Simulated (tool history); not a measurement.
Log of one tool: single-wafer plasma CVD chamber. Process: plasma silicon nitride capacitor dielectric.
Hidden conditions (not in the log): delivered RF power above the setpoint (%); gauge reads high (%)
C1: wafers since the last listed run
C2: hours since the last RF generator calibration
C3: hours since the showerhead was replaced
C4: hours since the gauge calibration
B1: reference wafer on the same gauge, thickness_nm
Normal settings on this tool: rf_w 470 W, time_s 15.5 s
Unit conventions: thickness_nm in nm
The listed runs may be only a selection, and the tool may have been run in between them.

Run 1, hour 0: usual settings; C1 0; C2 986; C3 8187.8; C4 187.1; B1 18.202. Result: thickness_nm 19.925 nm.
Run 2, hour 16.6: usual settings; C1 219; C2 1002.6; C3 8204.4; C4 203.7; B1 18.199. Result: thickness_nm 19.921 nm.
Run 3, hour 32.1: usual settings but rf_w 545 W, time_s 17.4 s; C1 204; C2 1018.1; C3 8219.9; C4 219.2; B1 18.199. Result: thickness_nm 23.178 nm.
Run 4, hour 47.2: usual settings but rf_w 545 W, time_s 17.4 s; C1 199; C2 1033.2; C3 8235; C4 234.3; B1 18.194. Result: thickness_nm 23.209 nm.
Run 5, hour 54.3: usual settings but rf_w 545 W, time_s 17.4 s; C1 93; C2 1040.3; C3 8242.1; C4 241.4; B1 18.212. Result: thickness_nm 23.139 nm.
At hour 63.7: gauge calibrated.
Run 6, hour 68.6: usual settings but rf_w 545 W, time_s 16.5 s; C1 188; C2 1054.6; C3 8256.4; C4 4.9; B1 18.202. Result: thickness_nm 21.939 nm.
Run 7, hour 81.8: usual settings but rf_w 510 W; C1 174; C2 1067.8; C3 8269.6; C4 18.1; B1 18.207. Result: thickness_nm 20.278 nm.
Run 8, hour 98.2: usual settings but rf_w 510 W; C1 216; C2 1084.2; C3 8286; C4 34.5; B1 18.204. Result: thickness_nm 20.302 nm.
Run 9, hour 106.5: usual settings but rf_w 510 W; C1 109; C2 1092.5; C3 8294.3; C4 42.8; B1 18.194. Result: thickness_nm 20.312 nm.
Run 10, hour 118.1: usual settings; C1 153; C2 1104.1; C3 8305.9; C4 54.4; B1 18.203. Result: thickness_nm 19.867 nm.
Run 11, hour 128: usual settings; C1 130; C2 1114; C3 8315.8; C4 64.3; B1 18.195. Result: thickness_nm 19.825 nm.
Run 12, hour 135.8: usual settings; C1 103; C2 1121.8; C3 8323.6; C4 72.1; B1 18.206. Result: thickness_nm 19.892 nm.
Run 13, hour 147.8: usual settings; C1 158; C2 1133.8; C3 8335.6; C4 84.1; B1 18.188. Result: thickness_nm 19.929 nm.
Run 14, hour 155.8: usual settings; C1 105; C2 1141.8; C3 8343.6; C4 92.1; B1 18.194. Result: thickness_nm 19.833 nm.
Run 15, hour 166.9: usual settings; C1 146; C2 1152.9; C3 8354.7; C4 103.2; B1 18.207. Result: thickness_nm 19.824 nm.
At hour 177: showerhead replaced.
Run 16, hour 183: usual settings; C1 107; C2 1169; C3 6; C4 119.3; B1 18.191. Result: thickness_nm 19.81 nm.
Run 17, hour 200.6: usual settings but rf_w 425 W; C1 232; C2 1186.6; C3 23.6; C4 136.9; B1 18.207. Result: thickness_nm 19.313 nm.
Run 18, hour 213.7: usual settings but rf_w 430 W, time_s 17.7 s; C1 173; C2 1199.7; C3 36.7; C4 150; B1 18.202. Result: thickness_nm 22.182 nm.
Run 19, hour 224.7: usual settings but rf_w 430 W, time_s 17.7 s; C1 145; C2 1210.7; C3 47.7; C4 161; B1 18.197. Result: thickness_nm 22.179 nm.
Run 20, hour 235.3: usual settings but rf_w 430 W, time_s 17.7 s; C1 140; C2 1221.3; C3 58.3; C4 171.6; B1 18.202. Result: thickness_nm 22.16 nm.
Run 21, hour 254.2: usual settings but time_s 17.6 s; C1 249; C2 1240.2; C3 77.2; C4 190.5; B1 18.206. Result: thickness_nm 22.597 nm.
Run 22, hour 262.5: usual settings but rf_w 545 W, time_s 17.4 s; C1 109; C2 1248.5; C3 85.5; C4 198.8; B1 18.198. Result: thickness_nm 23.087 nm.

Forecast run 23:
Run 23, hour 269.7: usual settings but time_s 17.9 s; C1 95; C2 1255.7; C3 92.7; C4 206; B1 ?. Result: thickness_nm ?.

Run 23 gave B1 18.203, thickness_nm 22.897 nm.
On a tool with no hidden condition, and with the same random variation, this run would have come out at thickness_nm 23.451 nm.
